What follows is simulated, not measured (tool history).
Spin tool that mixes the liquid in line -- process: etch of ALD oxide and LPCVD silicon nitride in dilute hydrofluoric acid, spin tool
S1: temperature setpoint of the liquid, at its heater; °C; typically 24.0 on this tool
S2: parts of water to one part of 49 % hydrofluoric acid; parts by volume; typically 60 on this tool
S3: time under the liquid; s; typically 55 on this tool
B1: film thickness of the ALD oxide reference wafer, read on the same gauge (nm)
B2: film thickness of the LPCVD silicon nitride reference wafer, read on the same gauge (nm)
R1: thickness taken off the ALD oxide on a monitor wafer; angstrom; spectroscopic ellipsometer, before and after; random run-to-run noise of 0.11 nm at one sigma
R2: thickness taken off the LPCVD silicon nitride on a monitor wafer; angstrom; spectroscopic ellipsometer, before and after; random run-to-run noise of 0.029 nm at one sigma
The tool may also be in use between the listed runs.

| run | day | S1 | S2 | S3 | B1 | B2 | R1 | R2 |
|---|---|---|---|---|---|---|---|---|
| 1 | 0.000 | 20.5 | 60 | 55 | 139.99 | 149.988 | 122.4 | 4.11 |
| 2 | 1.442 | 26.5 | 60 | 55 | 140.05 | 150.011 | 159.8 | 6.36 |
| 3 | 3.254 | 26.5 | 60 | 55 | 139.96 | 149.988 | 163.5 | 6.06 |
|  | 3.504 | thermometer replaced |
| 4 | 4.929 | 28.0 | 80 | 55 | 140.01 | 149.994 | 117.2 | 4.35 |
| 5 | 5.992 | 26.0 | 60 | 55 | 139.99 | 150.010 | 146.4 | 5.49 |
| 6 | 8.975 | 29.0 | 85 | 45 | 139.98 | 150.035 | 95.0 | 3.90 |
| 7 | 11.212 | 24.0 | 60 | 55 | 140.03 | 150.031 | 141.0 | 4.26 |
| 8 | 12.329 | 24.0 | 85 | 55 | 140.01 | 149.997 | 97.8 | 3.61 |
| 9 | 14.671 | 24.0 | 60 | 55 | 139.99 | 149.994 | 144.0 | 4.82 |
| 10 | 15.950 | 28.0 | 60 | 45 | 139.99 | 149.995 | 138.4 | 5.55 |
| 11 | 18.496 | 21.0 | 35 | 55 | 139.99 | 149.999 | 227.3 | 7.66 |
| 12 | 20.346 | 28.0 | 60 | 45 | 140.00 | 149.966 | 142.5 | 6.13 |
| 13 | 22.217 | 24.0 | 60 | 55 | 140.00 | 149.980 | 148.3 | 5.82 |
| 14 | 23.658 | 21.0 | 60 | 55 | 139.98 | 150.005 | 132.0 | 4.36 |
|  | 24.042 | gauge calibrated |
| 15 | 26.133 | 27.5 | 60 | 25 | 140.03 | 150.001 | 79.1 | 3.23 |
|  | 26.267 | thermometer replaced |
| 16 | 27.921 | 24.0 | 60 | 55 | 139.98 | 150.005 | 142.1 | 4.65 |
|  | 29.500 | hydrofluoric acid flow meter replaced |
| 17 | 30.667 | 21.5 | 85 | 65 | 139.97 | 149.994 | 94.9 | 3.16 |
| 18 | 33.621 | 29.0 | 80 | 30 | 139.99 | 149.995 | 65.1 | 2.69 |
| 19 | 35.062 | 24.0 | 60 | 55 | 139.99 | 149.983 | 132.4 | 4.35 |
| 20 | 37.750 | 24.0 | 60 | 55 | 140.00 | 150.016 | 136.7 | 4.26 |
| 21 | 39.775 | 24.0 | 35 | 35 | 140.00 | 149.995 | 153.2 | 5.14 |
| 22 | 42.442 | 24.0 | 60 | 55 | 139.97 | 150.001 | 138.4 | 4.84 |
| 23 | 43.667 | 22.5 | 60 | 55 | 139.99 | 150.001 | 131.1 | 4.65 |
| 24 | 45.288 | 24.0 | 60 | 55 | 140.02 | 149.980 | 142.1 | 5.03 |

Run 25, settings as shown, results not yet in. Your forecast:
| 25 | 46.342 | 22.0 | 35 | 30 | ? | ? | ? | ? |

Run 25 yielded B1 139.99, B2 149.991, R1 125.7 angstrom, R2 4.40 angstrom.
With the hidden condition absent and the run-to-run variation left alone, this run would have shown R1 112.7 angstrom, R2 3.82 angstrom.

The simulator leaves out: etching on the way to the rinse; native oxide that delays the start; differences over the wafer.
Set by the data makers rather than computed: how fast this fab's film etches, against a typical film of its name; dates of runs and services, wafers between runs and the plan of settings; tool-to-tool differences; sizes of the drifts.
